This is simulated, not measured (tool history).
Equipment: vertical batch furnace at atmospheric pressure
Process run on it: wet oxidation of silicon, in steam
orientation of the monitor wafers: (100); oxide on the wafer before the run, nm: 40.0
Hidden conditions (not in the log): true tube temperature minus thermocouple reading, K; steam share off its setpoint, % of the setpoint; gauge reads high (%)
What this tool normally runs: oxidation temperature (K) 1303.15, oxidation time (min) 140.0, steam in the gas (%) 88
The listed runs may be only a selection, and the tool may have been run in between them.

run,day,oxidation temperature (K),oxidation time (min),steam in the gas (%),wafers since the last listed run,hours since the last temperature calibration,hours since the steam generator was serviced,hours since the gauge calibration,"read-back reference wafer on the same gauge, thickness",oxide thickness on the monitor wafer (Å)
1,0.000,1303.15,140.0,88,0,2579.5,1034.5,222.2,724.09,8702.7
2,3.712,1303.15,140.0,88,1192,2668.6,1123.6,311.3,723.88,8669.9
3,5.688,1303.15,140.0,88,634,2716.0,1171.0,358.7,723.88,8703.5
4,10.171,1303.15,97.0,88,1439,2823.6,1278.6,466.3,723.87,7049.3
5,12.575,1303.15,97.0,88,771,2881.3,1336.3,524.0,724.57,7009.8
6,16.121,1303.15,97.0,88,1138,2966.4,1421.4,609.1,723.89,7031.1
7,19.425,1288.15,140.0,91,1060,3045.7,1500.7,688.4,723.78,8238.9
8,23.071,1288.15,140.0,91,1170,3133.2,1588.2,775.9,724.34,8186.8
9,25.021,1303.15,140.0,88,626,3180.0,1635.0,822.7,724.14,8727.3
# day 26.025: steam generator serviced
10,27.412,1303.15,140.0,88,446,3237.4,33.3,880.1,723.59,8706.9
# day 28.854: thermocouples replaced and temperature profile calibrated
11,29.117,1303.15,140.0,88,226,6.3,74.2,921.0,724.42,8685.6
12,31.058,1303.15,140.0,88,623,52.9,120.8,967.6,723.37,8713.8
# day 32.454: gauge calibrated
13,35.167,1282.15,197.5,97,1319,151.5,219.4,65.1,723.35,10142.4
14,37.833,1303.15,75.0,88,856,215.5,283.4,129.1,723.90,6019.9
15,39.738,1303.15,140.0,88,611,261.2,329.1,174.8,723.76,8690.6
16,44.175,1288.15,140.0,91,1424,367.7,435.6,281.3,724.34,8226.7
17,48.388,1303.15,140.0,85,1352,468.8,536.7,382.4,724.12,8540.0
18,50.083,1303.15,140.0,88,544,509.5,577.4,423.1,724.17,8682.4
19,52.279,1303.15,140.0,88,705,562.2,630.1,475.8,724.46,8640.0
20,55.346,1303.15,159.0,94,984,635.8,703.7,549.4,724.26,9723.9
21,56.967,1313.15,140.0,95,520,674.7,742.6,588.3,724.73,9516.5
22,60.954,1282.15,88.0,94,1280,770.4,838.3,684.0,723.82,6142.8
23,62.692,1303.15,180.5,97,557,812.1,880.0,725.7,724.10,10630.7
24,66.796,1296.15,191.5,97,1317,910.6,978.5,824.2,724.36,10667.3
25,70.058,1303.15,140.0,83,1047,988.9,1056.8,902.5,724.61,8382.3

Forecast each of these 3 alternatives for the next run:
A,70.317,1326.15,140.0,88,82,995.1,1063.0,908.7,?,?
B,70.317,1303.15,208.0,76,82,995.1,1063.0,908.7,?,?
C,70.317,1283.15,81.0,82,82,995.1,1063.0,908.7,?,?

run,"read-back reference wafer on the same gauge, thickness",oxide thickness on the monitor wafer (Å)
A,724.20,9645.0
B,724.20,10053.8
C,724.20,5389.7
Without the tool's unlogged condition, the same runs would have read:
run,oxide thickness on the monitor wafer (Å)
A,9645.0
B,10053.8
C,5389.7
